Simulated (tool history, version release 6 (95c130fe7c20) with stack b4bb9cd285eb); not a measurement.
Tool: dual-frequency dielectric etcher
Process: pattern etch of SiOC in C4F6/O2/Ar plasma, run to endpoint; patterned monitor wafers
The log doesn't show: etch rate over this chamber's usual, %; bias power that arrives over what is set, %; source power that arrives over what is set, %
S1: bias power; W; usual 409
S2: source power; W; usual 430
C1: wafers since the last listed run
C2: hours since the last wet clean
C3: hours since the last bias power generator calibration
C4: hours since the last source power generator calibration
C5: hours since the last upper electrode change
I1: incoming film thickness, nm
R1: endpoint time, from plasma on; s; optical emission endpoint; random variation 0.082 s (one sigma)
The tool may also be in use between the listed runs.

{"run": 1, "day": 0.0, "S1": 409, "S2": 430, "C1": 0, "C2": 383.5, "C3": 1713.6, "C4": 2979.2, "C5": 6385.4, "I1": 45.45, "R1": 14.5}
{"run": 2, "day": 0.521, "S1": 409, "S2": 430, "C1": 236, "C2": 396.0, "C3": 1726.1, "C4": 2991.7, "C5": 6397.9, "I1": 45.29, "R1": 14.4}
{"run": 3, "day": 1.812, "S1": 369, "S2": 430, "C1": 587, "C2": 427.0, "C3": 1757.1, "C4": 3022.7, "C5": 6428.9, "I1": 45.55, "R1": 15.0}
{"run": 4, "day": 2.242, "S1": 369, "S2": 430, "C1": 195, "C2": 437.3, "C3": 1767.4, "C4": 3033.0, "C5": 6439.2, "I1": 45.2, "R1": 15.0}
{"run": 5, "day": 3.417, "S1": 369, "S2": 430, "C1": 534, "C2": 465.5, "C3": 1795.6, "C4": 3061.2, "C5": 6467.4, "I1": 44.69, "R1": 14.7}
{"run": 6, "day": 3.679, "S1": 409, "S2": 430, "C1": 119, "C2": 471.8, "C3": 1801.9, "C4": 3067.5, "C5": 6473.7, "I1": 45.43, "R1": 14.5}
{"run": 7, "day": 4.188, "S1": 409, "S2": 430, "C1": 231, "C2": 484.0, "C3": 1814.1, "C4": 3079.7, "C5": 6485.9, "I1": 45.61, "R1": 14.5}
{"day": 5.275, "done": "upper electrode replaced"}
{"run": 8, "day": 5.296, "S1": 409, "S2": 430, "C1": 49, "C2": 510.6, "C3": 1840.7, "C4": 3106.3, "C5": 0.5, "I1": 45.41, "R1": 14.3}
{"run": 9, "day": 5.95, "S1": 409, "S2": 430, "C1": 297, "C2": 526.3, "C3": 1856.4, "C4": 3122.0, "C5": 16.2, "I1": 45.84, "R1": 14.4}
{"run": 10, "day": 6.338, "S1": 409, "S2": 430, "C1": 176, "C2": 535.6, "C3": 1865.7, "C4": 3131.3, "C5": 25.5, "I1": 45.61, "R1": 14.5}
{"run": 11, "day": 6.596, "S1": 409, "S2": 430, "C1": 117, "C2": 541.8, "C3": 1871.9, "C4": 3137.5, "C5": 31.7, "I1": 45.29, "R1": 14.3}
{"day": 7.033, "done": "source power generator calibrated"}
{"run": 12, "day": 7.054, "S1": 409, "S2": 430, "C1": 132, "C2": 552.8, "C3": 1882.9, "C4": 0.5, "C5": 42.7, "I1": 45.05, "R1": 14.3}
{"day": 7.596, "done": "bias power generator calibrated"}
{"day": 8.071, "done": "wet clean of the chamber"}
{"run": 13, "day": 8.092, "S1": 317, "S2": 360, "C1": 180, "C2": 0.5, "C3": 11.9, "C4": 25.4, "C5": 67.6, "I1": 45.88, "R1": 18.0}
{"run": 14, "day": 8.104, "S1": 441, "S2": 510, "C1": 5, "C2": 0.8, "C3": 12.2, "C4": 25.7, "C5": 67.9, "I1": 45.53, "R1": 13.9}
{"run": 15, "day": 8.358, "S1": 345, "S2": 530, "C1": 115, "C2": 6.9, "C3": 18.3, "C4": 31.8, "C5": 74.0, "I1": 45.65, "R1": 14.9}
{"run": 16, "day": 8.8, "S1": 498, "S2": 480, "C1": 200, "C2": 17.5, "C3": 28.9, "C4": 42.4, "C5": 84.6, "I1": 45.7, "R1": 13.4}
{"run": 17, "day": 9.358, "S1": 503, "S2": 470, "C1": 253, "C2": 30.9, "C3": 42.3, "C4": 55.8, "C5": 98.0, "I1": 45.3, "R1": 13.4}
{"run": 18, "day": 10.088, "S1": 343, "S2": 380, "C1": 331, "C2": 48.4, "C3": 59.8, "C4": 73.3, "C5": 115.5, "I1": 45.42, "R1": 16.8}
{"run": 19, "day": 10.654, "S1": 485, "S2": 350, "C1": 257, "C2": 62.0, "C3": 73.4, "C4": 86.9, "C5": 129.1, "I1": 45.52, "R1": 15.4}
{"run": 20, "day": 11.233, "S1": 409, "S2": 430, "C1": 263, "C2": 75.9, "C3": 87.3, "C4": 100.8, "C5": 143.0, "I1": 45.69, "R1": 15.1}
{"run": 21, "day": 11.796, "S1": 506, "S2": 340, "C1": 255, "C2": 89.4, "C3": 100.8, "C4": 114.3, "C5": 156.5, "I1": 45.84, "R1": 15.1}
{"run": 22, "day": 12.438, "S1": 503, "S2": 380, "C1": 291, "C2": 104.8, "C3": 116.2, "C4": 129.7, "C5": 171.9, "I1": 45.24, "R1": 14.3}
{"run": 23, "day": 12.971, "S1": 409, "S2": 430, "C1": 242, "C2": 117.6, "C3": 129.0, "C4": 142.5, "C5": 184.7, "I1": 45.2, "R1": 14.9}
{"run": 24, "day": 13.283, "S1": 499, "S2": 390, "C1": 142, "C2": 125.1, "C3": 136.5, "C4": 150.0, "C5": 192.2, "I1": 45.49, "R1": 14.4}

4 ways to go on from here, each from the tool as it stands after run 24. What would each give?
{"run": "A", "day": 13.3, "S1": 368, "S2": 430, "C1": 7, "C2": 125.5, "C3": 136.9, "C4": 150.4, "C5": 192.6, "I1": 45.48, "R1": "?"}
{"run": "B", "day": 13.3, "S1": 362, "S2": 340, "C1": 7, "C2": 125.5, "C3": 136.9, "C4": 150.4, "C5": 192.6, "I1": 45.48, "R1": "?"}
{"run": "C", "day": 13.3, "S1": 504, "S2": 400, "C1": 7, "C2": 125.5, "C3": 136.9, "C4": 150.4, "C5": 192.6, "I1": 45.48, "R1": "?"}
{"run": "D", "day": 13.3, "S1": 345, "S2": 390, "C1": 7, "C2": 125.5, "C3": 136.9, "C4": 150.4, "C5": 192.6, "I1": 45.48, "R1": "?"}

run=A R1=15.4
run=B R1=17.0
run=C R1=14.0
run=D R1=16.4
Without the tool's hidden state the same runs would have given:
run=A R1=15.5
run=B R1=17.1
run=C R1=14.1
run=D R1=16.5
